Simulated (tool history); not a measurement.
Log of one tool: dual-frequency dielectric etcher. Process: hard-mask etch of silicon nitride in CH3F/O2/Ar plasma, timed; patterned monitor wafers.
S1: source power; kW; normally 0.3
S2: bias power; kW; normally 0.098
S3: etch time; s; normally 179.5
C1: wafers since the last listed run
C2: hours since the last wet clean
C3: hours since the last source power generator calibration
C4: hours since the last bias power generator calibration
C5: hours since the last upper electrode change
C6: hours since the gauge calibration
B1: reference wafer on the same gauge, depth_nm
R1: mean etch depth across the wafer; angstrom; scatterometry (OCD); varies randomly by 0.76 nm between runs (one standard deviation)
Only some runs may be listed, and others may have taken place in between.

| run | hour | S1 | S2 | S3 | C1 | C2 | C3 | C4 | C5 | C6 | B1 | R1 |
|---|---|---|---|---|---|---|---|---|---|---|---|---|
| 1 | 0 | 0.35 | 0.098 | 221.5 | 0 | 18.8 | 3876.7 | 2824.8 | 3661.1 | 1507.6 | 107.9 | 1576 |
| 2 | 54.4 | 0.3 | 0.098 | 179.5 | 464 | 73.2 | 3931.1 | 2879.2 | 3715.5 | 1562 | 108 | 1197 |
| 3 | 125.7 | 0.3 | 0.098 | 179.5 | 608 | 144.5 | 4002.4 | 2950.5 | 3786.8 | 1633.3 | 107.9 | 1190 |
| 4 | 184.8 | 0.3 | 0.098 | 179.5 | 504 | 203.6 | 4061.5 | 3009.6 | 3845.9 | 1692.4 | 108.2 | 1212 |
| 5 | 245.1 | 0.3 | 0.098 | 214 | 514 | 263.9 | 4121.8 | 3069.9 | 3906.2 | 1752.7 | 108 | 1428 |
| 6 | 288.1 | 0.3 | 0.098 | 214 | 366 | 306.9 | 4164.8 | 3112.9 | 3949.2 | 1795.7 | 108.1 | 1427 |
| 7 | 325 | 0.3 | 0.098 | 214 | 314 | 343.8 | 4201.7 | 3149.8 | 3986.1 | 1832.6 | 108 | 1430 |
| 8 | 356.6 | 0.3 | 0.098 | 179.5 | 269 | 375.4 | 4233.3 | 3181.4 | 4017.7 | 1864.2 | 108 | 1210 |
|  | 392.6 | gauge calibrated |
| 9 | 401.2 | 0.3 | 0.098 | 179.5 | 380 | 420 | 4277.9 | 3226 | 4062.3 | 8.6 | 107.8 | 1209 |
| 10 | 453.4 | 0.3 | 0.098 | 179.5 | 445 | 472.2 | 4330.1 | 3278.2 | 4114.5 | 60.8 | 108 | 1210 |
|  | 508.9 | upper electrode replaced |
| 11 | 510.8 | 0.3 | 0.098 | 179.5 | 284 | 529.6 | 4387.5 | 3335.6 | 1.9 | 118.2 | 108.1 | 1221 |
|  | 560.9 | wet clean of the chamber |
|  | 573.9 | bias power generator calibrated |
| 12 | 574.4 | 0.3 | 0.098 | 179.5 | 303 | 13.5 | 4451.1 | 0.5 | 65.5 | 181.8 | 107.8 | 1241 |
| 13 | 605.4 | 0.3 | 0.098 | 179.5 | 264 | 44.5 | 4482.1 | 31.5 | 96.5 | 212.8 | 107.9 | 1258 |
| 14 | 672.9 | 0.3 | 0.098 | 179.5 | 575 | 112 | 4549.6 | 99 | 164 | 280.3 | 108 | 1240 |
| 15 | 735.8 | 0.26 | 0.107 | 128.5 | 536 | 174.9 | 4612.5 | 161.9 | 226.9 | 343.2 | 108 | 896 |
| 16 | 773.3 | 0.22 | 0.08 | 216 | 319 | 212.4 | 4650 | 199.4 | 264.4 | 380.7 | 107.9 | 1196 |
| 17 | 829.8 | 0.3 | 0.098 | 179.5 | 482 | 268.9 | 4706.5 | 255.9 | 320.9 | 437.2 | 107.9 | 1255 |
|  | 850.9 | source power generator calibrated |
| 18 | 897.1 | 0.37 | 0.098 | 146.5 | 540 | 336.2 | 46.2 | 323.2 | 388.2 | 504.5 | 107.9 | 1129 |
| 19 | 939.2 | 0.3 | 0.098 | 179.5 | 359 | 378.3 | 88.3 | 365.3 | 430.3 | 546.6 | 108.1 | 1288 |
|  | 966 | wet clean of the chamber, repeated, since the last time left the tool worse |
| 20 | 999.8 | 0.3 | 0.111 | 179.5 | 312 | 33.8 | 148.9 | 425.9 | 490.9 | 607.2 | 108.1 | 1278 |
| 21 | 1057.6 | 0.34 | 0.119 | 140.5 | 493 | 91.6 | 206.7 | 483.7 | 548.7 | 665 | 107.9 | 1083 |
| 22 | 1123.9 | 0.34 | 0.119 | 140.5 | 565 | 157.9 | 273 | 550 | 615 | 731.3 | 108.2 | 1095 |
| 23 | 1183.7 | 0.33 | 0.098 | 126.5 | 510 | 217.7 | 332.8 | 609.8 | 674.8 | 791.1 | 107.9 | 877 |
| 24 | 1223.4 | 0.34 | 0.098 | 179.5 | 338 | 257.4 | 372.5 | 649.5 | 714.5 | 830.8 | 108 | 1270 |
| 25 | 1295.2 | 0.3 | 0.098 | 179.5 | 612 | 329.2 | 444.3 | 721.3 | 786.3 | 902.6 | 108.1 | 1209 |
| 26 | 1367.1 | 0.27 | 0.098 | 226.5 | 613 | 401.1 | 516.2 | 793.2 | 858.2 | 974.5 | 107.8 | 1448 |
| 27 | 1391.9 | 0.3 | 0.114 | 179.5 | 211 | 425.9 | 541 | 818 | 883 | 999.3 | 108 | 1302 |
| 28 | 1451.7 | 0.26 | 0.098 | 221.5 | 510 | 485.7 | 600.8 | 877.8 | 942.8 | 1059.1 | 107.8 | 1411 |
| 29 | 1493.1 | 0.3 | 0.098 | 179.5 | 353 | 527.1 | 642.2 | 919.2 | 984.2 | 1100.5 | 108 | 1224 |
|  | 1559.9 | wet clean of the chamber |
| 30 | 1560.4 | 0.3 | 0.098 | 179.5 | 369 | 0.5 | 709.5 | 986.5 | 1051.5 | 1167.8 | 107.9 | 1187 |

Give the tool's hidden conditions for every run:
source power that arrives over what is set, %: 0 on each run
bias power that arrives over what is set, %: 0 on each run
gauge reads high (%): 0 on each run
H1: etch rate over this chamber's usual, %
| run | H1 |
|---|---|
| 1 | -0.0328 |
| 2 | 0.236 |
| 3 | 0.589 |
| 4 | 0.882 |
| 5 | 1.18 |
| 6 | 1.39 |
| 7 | 1.58 |
| 8 | 1.73 |
| 9 | 1.95 |
| 10 | 2.21 |
| 11 | 2.5 |
| 12 | 5 |
| 13 | 5.15 |
| 14 | 5.48 |
| 15 | 5.79 |
| 16 | 5.98 |
| 17 | 6.26 |
| 18 | 6.59 |
| 19 | 6.8 |
| 20 | 0.336 |
| 21 | 0.622 |
| 22 | 0.951 |
| 23 | 1.25 |
| 24 | 1.44 |
| 25 | 1.8 |
| 26 | 2.15 |
| 27 | 2.28 |
| 28 | 2.57 |
| 29 | 2.78 |
| 30 | 0.393 |

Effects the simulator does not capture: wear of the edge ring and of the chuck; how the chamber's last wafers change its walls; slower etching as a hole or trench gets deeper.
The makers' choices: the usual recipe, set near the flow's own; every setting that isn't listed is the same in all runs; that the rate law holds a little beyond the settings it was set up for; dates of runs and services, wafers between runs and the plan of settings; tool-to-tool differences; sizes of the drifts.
